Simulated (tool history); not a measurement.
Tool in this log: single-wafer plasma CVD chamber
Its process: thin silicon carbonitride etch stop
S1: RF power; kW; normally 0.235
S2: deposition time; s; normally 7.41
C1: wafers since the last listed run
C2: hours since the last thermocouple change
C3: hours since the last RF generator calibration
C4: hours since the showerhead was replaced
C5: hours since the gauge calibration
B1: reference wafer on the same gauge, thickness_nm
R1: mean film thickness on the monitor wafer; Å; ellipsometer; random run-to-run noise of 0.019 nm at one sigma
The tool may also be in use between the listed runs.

run	hour	S1	S2	C1	C2	C3	C4	C5	B1	R1
1	0.0	0.235	7.41	0	720.7	842.7	4870.4	423.7	4.239	41.74
2	80.1	0.235	7.41	3134	800.8	922.8	4950.5	503.8	4.238	41.56
3	149.6	0.235	7.41	2719	870.3	992.3	5020.0	573.3	4.253	41.47
4	246.0	0.235	7.41	3772	966.7	1088.7	5116.4	669.7	4.240	41.60
5	288.8	0.235	7.41	1674	1009.5	1131.5	5159.2	712.5	4.250	41.65
6	357.4	0.235	7.41	2684	1078.1	1200.1	5227.8	781.1	4.249	41.68
7	418.2	0.235	7.41	2379	1138.9	1260.9	5288.6	841.9	4.240	41.42
8	523.0	0.235	7.73	4101	1243.7	1365.7	5393.4	946.7	4.239	43.45
9	591.6	0.225	7.41	2684	1312.3	1434.3	5462.0	1015.3	4.239	40.69
10	646.7	0.260	7.41	2156	1367.4	1489.4	5517.1	1070.4	4.245	42.93
11	699.4	0.260	7.41	2062	1420.1	1542.1	5569.8	1123.1	4.228	42.57
# hour 718.0: thermocouple changed; heater temperature recalibrated
# hour 742.8: showerhead replaced
12	798.7	0.235	7.41	3259	80.7	1641.4	55.9	1222.4	4.241	41.33
13	871.7	0.235	7.41	2856	153.7	1714.4	128.9	1295.4	4.239	41.75
# hour 955.8: RF generator calibrated
14	977.7	0.235	7.41	3835	259.7	21.9	234.9	1401.4	4.241	41.07
15	1022.9	0.235	7.93	1768	304.9	67.1	280.1	1446.6	4.245	43.96
16	1082.4	0.235	7.41	2328	364.4	126.6	339.6	1506.1	4.242	41.19
17	1170.1	0.265	8.13	3432	452.1	214.3	427.3	1593.8	4.247	46.64
# hour 1266.1: gauge calibrated
# hour 1380.8: RF generator calibrated, repeated, since the last time left the tool worse
18	1400.2	0.200	7.41	8691	682.2	19.4	657.4	134.1	4.233	40.42
19	1447.8	0.250	7.99	1862	729.8	67.0	705.0	181.7	4.244	46.39
20	1553.9	0.235	7.41	4152	835.9	173.1	811.1	287.8	4.239	41.89
21	1651.2	0.235	6.91	3807	933.2	270.4	908.4	385.1	4.242	38.85

The next listed run, before its measurement:
22	1728.9	0.270	8.46	3040	1010.9	348.1	986.1	462.8	?	?

{"run 22": {"B1": 4.24, "R1": 49.8}}
Take away the tool's hidden state, keep the run-to-run variation as it was, and the same run would have given R1 50.10 Å.

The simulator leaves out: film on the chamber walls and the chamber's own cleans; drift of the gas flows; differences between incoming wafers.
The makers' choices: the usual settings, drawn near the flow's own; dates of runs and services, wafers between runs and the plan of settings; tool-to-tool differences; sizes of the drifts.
